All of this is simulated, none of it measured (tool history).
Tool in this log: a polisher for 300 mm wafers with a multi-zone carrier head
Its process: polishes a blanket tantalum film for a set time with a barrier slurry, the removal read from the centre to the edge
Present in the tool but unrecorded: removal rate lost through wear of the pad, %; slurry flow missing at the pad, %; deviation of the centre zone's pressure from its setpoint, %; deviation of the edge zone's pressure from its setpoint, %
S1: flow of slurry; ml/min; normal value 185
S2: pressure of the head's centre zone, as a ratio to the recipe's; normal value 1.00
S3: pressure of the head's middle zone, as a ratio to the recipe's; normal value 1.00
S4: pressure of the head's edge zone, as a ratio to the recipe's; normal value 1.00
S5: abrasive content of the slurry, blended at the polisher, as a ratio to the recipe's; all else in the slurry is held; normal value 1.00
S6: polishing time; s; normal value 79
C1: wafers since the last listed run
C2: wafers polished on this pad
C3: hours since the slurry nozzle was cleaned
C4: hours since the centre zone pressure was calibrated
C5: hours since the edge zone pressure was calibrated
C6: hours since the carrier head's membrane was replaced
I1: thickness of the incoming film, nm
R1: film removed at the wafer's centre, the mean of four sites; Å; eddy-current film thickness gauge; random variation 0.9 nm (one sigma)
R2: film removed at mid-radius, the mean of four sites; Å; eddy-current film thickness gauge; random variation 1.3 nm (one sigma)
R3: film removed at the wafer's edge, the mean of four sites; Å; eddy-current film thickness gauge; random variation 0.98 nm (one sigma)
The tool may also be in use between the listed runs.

| run | hour | S1 | S2 | S3 | S4 | S5 | S6 | C1 | C2 | C3 | C4 | C5 | C6 | I1 | R1 | R2 | R3 |
|---|---|---|---|---|---|---|---|---|---|---|---|---|---|---|---|---|---|
| 1 | 0.0 | 220 | 1.00 | 1.00 | 1.00 | 1.00 | 79 | 0 | 151 | 796.0 | 1234.1 | 655.1 | 1041.2 | 258.0 | 843 | 842 | 876 |
| 2 | 13.6 | 220 | 1.00 | 1.00 | 1.00 | 1.00 | 79 | 123 | 275 | 809.6 | 1247.7 | 668.7 | 1054.8 | 262.7 | 825 | 837 | 857 |
| 3 | 30.2 | 220 | 1.00 | 1.00 | 1.00 | 1.00 | 79 | 151 | 426 | 826.2 | 1264.3 | 685.3 | 1071.4 | 261.5 | 816 | 801 | 838 |
| 4 | 36.3 | 185 | 1.00 | 1.00 | 1.00 | 1.00 | 79 | 55 | 482 | 832.3 | 1270.4 | 691.4 | 1077.5 | 263.1 | 747 | 766 | 821 |
| 5 | 43.5 | 185 | 1.00 | 1.00 | 1.00 | 1.00 | 79 | 65 | 547 | 839.5 | 1277.6 | 698.6 | 1084.7 | 264.0 | 748 | 766 | 808 |
| 6 | 49.7 | 185 | 1.00 | 1.07 | 1.00 | 1.00 | 79 | 56 | 604 | 845.7 | 1283.8 | 704.8 | 1090.9 | 262.7 | 743 | 790 | 794 |
| 7 | 57.1 | 185 | 1.00 | 1.07 | 1.00 | 1.00 | 79 | 67 | 671 | 853.1 | 1291.2 | 712.2 | 1098.3 | 259.7 | 726 | 764 | 786 |
| 8 | 67.6 | 185 | 1.00 | 1.00 | 0.97 | 1.00 | 79 | 95 | 767 | 863.6 | 1301.7 | 722.7 | 1108.8 | 263.9 | 693 | 710 | 774 |
|  | 77.1 | worn pad replaced by a new one |
| 9 | 84.1 | 185 | 1.00 | 1.00 | 0.97 | 1.00 | 79 | 113 | 63 | 880.1 | 1318.2 | 739.2 | 1125.3 | 255.6 | 762 | 784 | 830 |
| 10 | 93.8 | 185 | 1.00 | 1.00 | 1.00 | 1.00 | 79 | 88 | 152 | 889.8 | 1327.9 | 748.9 | 1135.0 | 259.7 | 776 | 773 | 843 |
| 11 | 105.0 | 185 | 1.09 | 1.00 | 1.00 | 1.00 | 79 | 102 | 254 | 901.0 | 1339.1 | 760.1 | 1146.2 | 260.3 | 842 | 778 | 843 |
|  | 118.4 | carrier head's membrane replaced by a new one |
| 12 | 118.9 | 185 | 1.00 | 1.00 | 1.00 | 1.00 | 79 | 81 | 335 | 914.9 | 1353.0 | 774.0 | 0.5 | 260.7 | 753 | 771 | 820 |
|  | 122.9 | slurry nozzle cleaned |
| 13 | 130.8 | 185 | 1.00 | 1.00 | 1.00 | 1.00 | 79 | 99 | 434 | 7.9 | 1364.9 | 785.9 | 12.4 | 257.8 | 863 | 855 | 875 |
| 14 | 139.3 | 185 | 1.00 | 1.00 | 1.00 | 1.00 | 79 | 77 | 511 | 16.4 | 1373.4 | 794.4 | 20.9 | 256.4 | 819 | 833 | 875 |
| 15 | 149.0 | 185 | 1.00 | 1.10 | 1.00 | 0.75 | 79 | 88 | 600 | 26.1 | 1383.1 | 804.1 | 30.6 | 263.4 | 740 | 790 | 763 |

Estimate the outcome of run 16 from the log above:
|  | 159.2 | centre zone pressure recalibrated |
|  | 161.7 | edge zone pressure recalibrated |
| 16 | 164.8 | 130 | 1.00 | 1.00 | 1.07 | 1.00 | 79 | 107 | 707 | 41.9 | 5.6 | 3.1 | 46.4 | 256.4 | ? | ? | ? |

R1: 736 Å
R2: 711 Å
R3: 809 Å
With no hidden state in the tool, this same run would have given R1 849 Å, R2 818 Å, R3 926 Å.

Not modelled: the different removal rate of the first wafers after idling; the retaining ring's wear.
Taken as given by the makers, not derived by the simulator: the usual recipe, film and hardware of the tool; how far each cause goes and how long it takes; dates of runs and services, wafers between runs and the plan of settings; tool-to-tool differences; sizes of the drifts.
